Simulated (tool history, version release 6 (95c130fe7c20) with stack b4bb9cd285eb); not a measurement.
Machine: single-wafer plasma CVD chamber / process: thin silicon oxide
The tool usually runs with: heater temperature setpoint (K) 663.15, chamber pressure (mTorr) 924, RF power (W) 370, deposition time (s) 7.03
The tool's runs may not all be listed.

run,hour,heater temperature setpoint (K),chamber pressure (mTorr),RF power (W),deposition time (s),wafers since the last listed run,hours since the last thermocouple change,hours since the last RF generator calibration,hours since the last manometer calibration,hours since the showerhead was replaced,hours since the gauge calibration,"read-back reference wafer on the same gauge, thickness_nm",mean film thickness on the monitor wafer (Å)
1,0.0,670.15,924,370,7.03,0,2636.0,2186.9,2201.3,5863.3,351.3,17.987,164.82
2,9.2,670.15,924,370,7.03,238,2645.2,2196.1,2210.5,5872.5,360.5,17.985,164.90
3,15.6,663.15,924,370,7.03,166,2651.6,2202.5,2216.9,5878.9,366.9,18.007,165.56
4,25.3,663.15,924,310,7.03,251,2661.3,2212.2,2226.6,5888.6,376.6,18.003,153.21
5,38.1,663.15,924,310,7.03,332,2674.1,2225.0,2239.4,5901.4,389.4,18.014,153.41
# hour 47.4: thermocouple changed; heater temperature recalibrated
6,52.6,663.15,999,370,7.32,168,5.2,2239.5,2253.9,5915.9,403.9,18.011,178.45
7,61.1,663.15,999,370,7.32,220,13.7,2248.0,2262.4,5924.4,412.4,18.009,178.52
8,71.8,663.15,924,370,7.03,277,24.4,2258.7,2273.1,5935.1,423.1,17.994,165.15
9,84.6,654.15,1050,325,8.35,332,37.2,2271.5,2285.9,5947.9,435.9,18.009,197.97
# hour 96.2: showerhead replaced, of another model than before
10,96.7,671.15,997,370,6.11,106,49.3,2283.6,2298.0,0.5,448.0,17.996,147.72
11,106.2,659.15,1098,340,6.07,246,58.8,2293.1,2307.5,10.0,457.5,17.986,147.93
# hour 126.4: capacitance manometer re-zeroed and calibrated
12,126.9,663.15,1058,415,7.03,329,79.5,2313.8,0.5,30.7,478.2,17.992,189.13
13,129.1,663.15,1137,370,7.97,57,81.7,2316.0,2.7,32.9,480.4,17.996,209.58
14,144.9,663.15,1038,405,7.03,410,97.5,2331.8,18.5,48.7,496.2,17.996,184.51
# hour 183.7: gauge calibrated
15,185.1,653.15,924,370,8.38,1043,137.7,2372.0,58.7,88.9,1.4,17.990,193.14
16,196.3,663.15,987,370,7.03,290,148.9,2383.2,69.9,100.1,12.6,18.003,169.25
17,202.5,663.15,999,370,7.32,160,155.1,2389.4,76.1,106.3,18.8,18.009,177.66
# hour 257.8: RF generator calibrated
18,258.3,663.15,924,370,6.50,1240,210.9,0.5,131.9,162.1,74.6,17.989,156.67
19,270.0,663.15,924,370,6.23,303,222.6,12.2,143.6,173.8,86.3,18.002,150.18
20,284.0,663.15,924,300,6.55,363,236.6,26.2,157.6,187.8,100.3,18.005,135.41
21,301.6,663.15,924,370,7.03,456,254.2,43.8,175.2,205.4,117.9,18.005,169.29
22,314.3,663.15,843,370,7.03,329,266.9,56.5,187.9,218.1,130.6,18.004,158.45
23,320.5,663.15,924,370,7.03,160,273.1,62.7,194.1,224.3,136.8,18.003,168.94

Run 24, settings as shown, results not yet in. Your forecast:
24,331.5,663.15,924,370,7.03,285,284.1,73.7,205.1,235.3,147.8,?,?

{"run 24": {"read-back reference wafer on the same gauge, thickness_nm": 17.988, "mean film thickness on the monitor wafer (Å)": 169.08}}
On a tool with no hidden condition, and with the same random variation, this run would have come out at mean film thickness on the monitor wafer (Å) 170.85.
